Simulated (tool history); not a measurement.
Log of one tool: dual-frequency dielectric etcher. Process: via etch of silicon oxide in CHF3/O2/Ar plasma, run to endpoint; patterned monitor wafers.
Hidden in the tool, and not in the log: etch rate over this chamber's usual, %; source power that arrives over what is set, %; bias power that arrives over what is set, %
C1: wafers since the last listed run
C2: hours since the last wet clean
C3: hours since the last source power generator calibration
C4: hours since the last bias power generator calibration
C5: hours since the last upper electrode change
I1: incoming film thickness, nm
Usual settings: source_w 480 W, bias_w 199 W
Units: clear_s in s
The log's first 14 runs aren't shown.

Run 15, day 27.429: usual settings but source_w 510 W; C1 122; C2 117; C3 111.4; C4 3422.4; C5 112.9; I1 516.3. Result: clear_s 238.4 s.
Run 16, day 30.346: usual settings but source_w 510 W; C1 202; C2 187; C3 181.4; C4 3492.4; C5 182.9; I1 518.7. Result: clear_s 237.7 s.
Run 17, day 32.862: usual settings but source_w 510 W; C1 174; C2 247.4; C3 241.8; C4 3552.8; C5 243.3; I1 517.1. Result: clear_s 235.4 s.
Run 18, day 33.975: usual settings but source_w 430 W, bias_w 223 W; C1 77; C2 274.1; C3 268.5; C4 3579.5; C5 270; I1 518.3. Result: clear_s 240.7 s.
Run 19, day 35.583: usual settings; C1 111; C2 312.7; C3 307.1; C4 3618.1; C5 308.6; I1 520. Result: clear_s 242 s.
At day 36.729: bias power generator calibrated.
Run 20, day 37.708: usual settings but source_w 380 W, bias_w 224 W; C1 136; C2 363.7; C3 358.1; C4 23.5; C5 359.6; I1 520.1. Result: clear_s 246.1 s.
Run 21, day 39.671: usual settings but source_w 580 W, bias_w 181 W; C1 136; C2 410.8; C3 405.2; C4 70.6; C5 406.7; I1 520.7. Result: clear_s 230 s.
At day 41.129: wet clean of the chamber.
Run 22, day 42.55: usual settings; C1 130; C2 34.1; C3 474.3; C4 139.7; C5 475.8; I1 518.5. Result: clear_s 245.5 s.
Run 23, day 44.296: usual settings but source_w 410 W, bias_w 178 W; C1 121; C2 76; C3 516.2; C4 181.6; C5 517.7; I1 518.9. Result: clear_s 270.3 s.
Run 24, day 46.438: usual settings but source_w 430 W, bias_w 167 W; C1 148; C2 127.4; C3 567.6; C4 233; C5 569.1; I1 518.1. Result: clear_s 267.7 s.
Run 25, day 49.112: usual settings but source_w 540 W, bias_w 226 W; C1 185; C2 191.6; C3 631.8; C4 297.2; C5 633.3; I1 513.3. Result: clear_s 221.3 s.
Run 26, day 52.742: usual settings but source_w 540 W, bias_w 245 W; C1 252; C2 278.7; C3 718.9; C4 384.3; C5 720.4; I1 517.6. Result: clear_s 214.9 s.
Run 27, day 54.646: usual settings but bias_w 241 W; C1 132; C2 324.4; C3 764.6; C4 430; C5 766.1; I1 517.8. Result: clear_s 222.4 s.
Run 28, day 56.717: usual settings; C1 143; C2 374.1; C3 814.3; C4 479.7; C5 815.8; I1 519.4. Result: clear_s 237.8 s.
At day 58.879: wet clean of the chamber.
Run 29, day 58.9: usual settings but source_w 550 W, bias_w 217 W; C1 82; C2 0.5; C3 866.7; C4 532.1; C5 868.2; I1 516.1. Result: clear_s 229.1 s.
Run 30, day 61.067: usual settings; C1 150; C2 52.5; C3 918.7; C4 584.1; C5 920.2; I1 518.1. Result: clear_s 247.9 s.
Run 31, day 63.838: usual settings but source_w 400 W, bias_w 159 W; C1 192; C2 119; C3 985.2; C4 650.6; C5 986.7; I1 514.9. Result: clear_s 279.7 s.
Run 32, day 65.442: usual settings but bias_w 169 W; C1 111; C2 157.5; C3 1023.7; C4 689.1; C5 1025.2; I1 516.5. Result: clear_s 258.4 s.
Run 33, day 67.354: usual settings; C1 132; C2 203.4; C3 1069.6; C4 735; C5 1071.1; I1 525.1. Result: clear_s 247.1 s.
Run 34, day 68.354: usual settings but source_w 540 W, bias_w 183 W; C1 69; C2 227.4; C3 1093.6; C4 759; C5 1095.1; I1 517.4. Result: clear_s 241.5 s.
Run 35, day 70.083: usual settings but source_w 440 W, bias_w 186 W; C1 120; C2 268.9; C3 1135.1; C4 800.5; C5 1136.6; I1 522.8. Result: clear_s 258.3 s.

3 ways to go on from here, each from the tool as it stands after run 35. What would each give?
Run A, day 70.104: usual settings; C1 1; C2 269.4; C3 1135.6; C4 801; C5 1137.1; I1 522.3. Result: clear_s ?.
Run B, day 70.104: usual settings but source_w 370 W, bias_w 186 W; C1 1; C2 269.4; C3 1135.6; C4 801; C5 1137.1; I1 522.3. Result: clear_s ?.
Run C, day 70.104: usual settings but bias_w 162 W; C1 1; C2 269.4; C3 1135.6; C4 801; C5 1137.1; I1 522.3. Result: clear_s ?.

run  clear_s
  A    243.9
  B    271.8
  C      261
Without the tool's hidden state the same runs would have given:
run  clear_s
  A    250.5
  B    279.2
  C    268.1
